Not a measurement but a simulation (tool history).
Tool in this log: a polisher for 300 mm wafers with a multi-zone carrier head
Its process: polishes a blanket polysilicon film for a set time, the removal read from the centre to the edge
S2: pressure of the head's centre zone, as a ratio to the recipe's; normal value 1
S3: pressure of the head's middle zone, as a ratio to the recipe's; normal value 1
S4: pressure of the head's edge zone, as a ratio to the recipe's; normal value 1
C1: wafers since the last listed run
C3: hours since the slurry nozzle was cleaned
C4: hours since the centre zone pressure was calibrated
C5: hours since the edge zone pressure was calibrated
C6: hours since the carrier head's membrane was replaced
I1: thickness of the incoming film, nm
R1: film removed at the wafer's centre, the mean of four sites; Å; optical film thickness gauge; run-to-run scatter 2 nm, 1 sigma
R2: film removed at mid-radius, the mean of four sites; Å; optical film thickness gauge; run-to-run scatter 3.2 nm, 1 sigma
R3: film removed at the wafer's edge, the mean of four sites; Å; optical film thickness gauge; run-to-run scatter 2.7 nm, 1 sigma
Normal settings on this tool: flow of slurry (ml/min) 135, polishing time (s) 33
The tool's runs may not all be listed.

run 1 hour=0 | flow_of_slurry_(ml/min)=135 S2=1 S3=1 S4=1 polishing_time_(s)=33 | C1=0 wafers_polished_on_this_pad=2025 C3=610.7 C4=864.8 C5=357.9 C6=934.4 | I1=1697.5 | R1=2259 R2=2379 R3=2384
run 2 hour=94.8 | flow_of_slurry_(ml/min)=155 S2=1 S3=1 S4=1 polishing_time_(s)=33 | C1=1170 wafers_polished_on_this_pad=3195 C3=705.5 C4=959.6 C5=452.7 C6=1029.2 | I1=1693.8 | R1=2302 R2=2406 R3=2356
-- hour=151.4 carrier head's membrane replaced by a new one
run 3 hour=177.9 | flow_of_slurry_(ml/min)=135 S2=1 S3=1 S4=1 polishing_time_(s)=33 | C1=963 wafers_polished_on_this_pad=4159 C3=788.6 C4=1042.7 C5=535.8 C6=26.5 | I1=1699.8 | R1=2192 R2=2313 R3=2278
-- hour=225.6 centre zone pressure recalibrated
-- hour=264.5 slurry nozzle cleaned
run 4 hour=265 | flow_of_slurry_(ml/min)=135 S2=1 S3=1 S4=1 polishing_time_(s)=33 | C1=1037 wafers_polished_on_this_pad=5197 C3=0.5 C4=39.4 C5=622.9 C6=113.6 | I1=1709.1 | R1=2293 R2=2238 R3=2231
run 5 hour=330.3 | flow_of_slurry_(ml/min)=135 S2=1 S3=1 S4=1 polishing_time_(s)=33 | C1=805 wafers_polished_on_this_pad=6003 C3=65.8 C4=104.7 C5=688.2 C6=178.9 | I1=1720.1 | R1=2214 R2=2218 R3=2198
-- hour=383.5 worn pad replaced by a new one
-- hour=423.3 edge zone pressure recalibrated
run 6 hour=429.5 | flow_of_slurry_(ml/min)=135 S2=0.96 S3=1 S4=1 polishing_time_(s)=33 | C1=1150 wafers_polished_on_this_pad=543 C3=165 C4=203.9 C5=6.2 C6=278.1 | I1=1708.5 | R1=2360 R2=2355 R3=2432
run 7 hour=522.1 | flow_of_slurry_(ml/min)=135 S2=1 S3=1 S4=1 polishing_time_(s)=44 | C1=1142 wafers_polished_on_this_pad=1686 C3=257.6 C4=296.5 C5=98.8 C6=370.7 | I1=1728.1 | R1=3131 R2=3108 R3=3109
run 8 hour=579.5 | flow_of_slurry_(ml/min)=135 S2=0.92 S3=1 S4=0.88 polishing_time_(s)=33 | C1=708 wafers_polished_on_this_pad=2394 C3=315 C4=353.9 C5=156.2 C6=428.1 | I1=1694.5 | R1=2219 R2=2403 R3=2230
run 9 hour=677.8 | flow_of_slurry_(ml/min)=135 S2=1 S3=1 S4=1 polishing_time_(s)=33 | C1=1213 wafers_polished_on_this_pad=3607 C3=413.3 C4=452.2 C5=254.5 C6=526.4 | I1=1726.4 | R1=2277 R2=2369 R3=2324
run 10 hour=877.9 | flow_of_slurry_(ml/min)=135 S2=1 S3=1 S4=1 polishing_time_(s)=33 | C1=2469 wafers_polished_on_this_pad=6077 C3=613.4 C4=652.3 C5=454.6 C6=726.5 | I1=1687.3 | R1=2176 R2=2240 R3=2252
run 11 hour=966.4 | flow_of_slurry_(ml/min)=135 S2=1 S3=1 S4=1 polishing_time_(s)=33 | C1=1092 wafers_polished_on_this_pad=7169 C3=701.9 C4=740.8 C5=543.1 C6=815 | I1=1696.1 | R1=2118 R2=2200 R3=2145
-- hour=1009.7 worn pad replaced by a new one
run 12 hour=1057 | flow_of_slurry_(ml/min)=135 S2=1 S3=1 S4=1 polishing_time_(s)=33 | C1=1068 wafers_polished_on_this_pad=584 C3=792.5 C4=831.4 C5=633.7 C6=905.6 | I1=1705.1 | R1=2255 R2=2419 R3=2385
-- hour=1173.9 centre zone pressure recalibrated
-- hour=1181.9 edge zone pressure recalibrated
-- hour=1193.6 slurry nozzle cleaned
run 13 hour=1205.9 | flow_of_slurry_(ml/min)=135 S2=1 S3=1 S4=1 polishing_time_(s)=33 | C1=1776 wafers_polished_on_this_pad=2360 C3=12.3 C4=32 C5=24 C6=1054.5 | I1=1703.3 | R1=2328 R2=2278 R3=2348
run 14 hour=1303.9 | flow_of_slurry_(ml/min)=150 S2=1 S3=1 S4=1 polishing_time_(s)=33 | C1=1209 wafers_polished_on_this_pad=3569 C3=110.3 C4=130 C5=122 C6=1152.5 | I1=1736.5 | R1=2397 R2=2403 R3=2362
run 15 hour=1345 | flow_of_slurry_(ml/min)=135 S2=1 S3=1 S4=1.08 polishing_time_(s)=38 | C1=507 wafers_polished_on_this_pad=4076 C3=151.4 C4=171.1 C5=163.1 C6=1193.6 | I1=1725.3 | R1=2601 R2=2579 R3=2741
-- hour=1400.4 carrier head's membrane replaced by a new one
run 16 hour=1400.9 | flow_of_slurry_(ml/min)=135 S2=1 S3=1 S4=1 polishing_time_(s)=33 | C1=628 wafers_polished_on_this_pad=4705 C3=207.3 C4=227 C5=219 C6=0.5 | I1=1676.1 | R1=2227 R2=2307 R3=2284
run 17 hour=1437.3 | flow_of_slurry_(ml/min)=165 S2=1.08 S3=1 S4=1 polishing_time_(s)=37 | C1=449 wafers_polished_on_this_pad=5154 C3=243.7 C4=263.4 C5=255.4 C6=36.9 | I1=1721.4 | R1=2727 R2=2663 R3=2601
run 18 hour=1474.2 | flow_of_slurry_(ml/min)=135 S2=1 S3=1 S4=1.09 polishing_time_(s)=27 | C1=455 wafers_polished_on_this_pad=5609 C3=280.6 C4=300.3 C5=292.3 C6=73.8 | I1=1696.1 | R1=1792 R2=1804 R3=1879
-- hour=1627.8 worn pad replaced by a new one
run 19 hour=1770.5 | flow_of_slurry_(ml/min)=135 S2=1.08 S3=0.9 S4=0.95 polishing_time_(s)=33 | C1=3607 wafers_polished_on_this_pad=1761 C3=576.9 C4=596.6 C5=588.6 C6=370.1 | I1=1702.7 | R1=2439 R2=2188 R3=2330
run 20 hour=1823 | flow_of_slurry_(ml/min)=170 S2=1 S3=1 S4=1 polishing_time_(s)=33 | C1=647 wafers_polished_on_this_pad=2409 C3=629.4 C4=649.1 C5=641.1 C6=422.6 | I1=1690.5 | R1=2405 R2=2470 R3=2469
run 21 hour=1893.9 | flow_of_slurry_(ml/min)=165 S2=0.94 S3=0.96 S4=1 polishing_time_(s)=29 | C1=875 wafers_polished_on_this_pad=3284 C3=700.3 C4=720 C5=712 C6=493.5 | I1=1703.8 | R1=1976 R2=2102 R3=2120
-- hour=1933.5 slurry nozzle cleaned
run 22 hour=1954.5 | flow_of_slurry_(ml/min)=135 S2=1 S3=1 S4=1.09 polishing_time_(s)=33 | C1=735 wafers_polished_on_this_pad=4020 C3=21 C4=780.6 C5=772.6 C6=554.1 | I1=1714.9 | R1=2215 R2=2337 R3=2403
-- hour=1993.2 edge zone pressure recalibrated
run 23 hour=2015.8 | flow_of_slurry_(ml/min)=135 S2=1.06 S3=0.94 S4=1.08 polishing_time_(s)=33 | C1=731 wafers_polished_on_this_pad=4752 C3=82.3 C4=841.9 C5=22.6 C6=615.4 | I1=1698.2 | R1=2256 R2=2170 R3=2336

What was the tool's hidden state at every run in the log?
slurry flow missing at the pad, %: 0 at every run
deviation of the edge zone's pressure from its setpoint, %: 0 at every run
H1: removal rate lost through wear of the pad, %
H2: deviation of the centre zone's pressure from its setpoint, %
run=1 H1=2.56 H2=-6.89
run=2 H1=3.6 H2=-7.89
run=3 H1=4.91 H2=-8.76
run=4 H1=6.66 H2=-0.55
run=5 H1=8.23 H2=-1.24
run=6 H1=0.793 H2=-2.28
run=7 H1=1.24 H2=-3.25
run=8 H1=1.74 H2=-3.86
run=9 H1=3 H2=-4.89
run=10 H1=7.11 H2=-7
run=11 H1=9.6 H2=-7.93
run=12 H1=2.05 H2=-8.88
run=13 H1=2.99 H2=-1.48
run=14 H1=4.25 H2=-2.51
run=15 H1=4.92 H2=-2.94
run=16 H1=5.98 H2=-3.53
run=17 H1=6.76 H2=-3.91
run=18 H1=7.62 H2=-4.3
run=19 H1=0.947 H2=-7.41
run=20 H1=1.41 H2=-7.96
run=21 H1=2.26 H2=-8.71
run=22 H1=3.2 H2=-9.35
run=23 H1=4.34 H2=-9.99
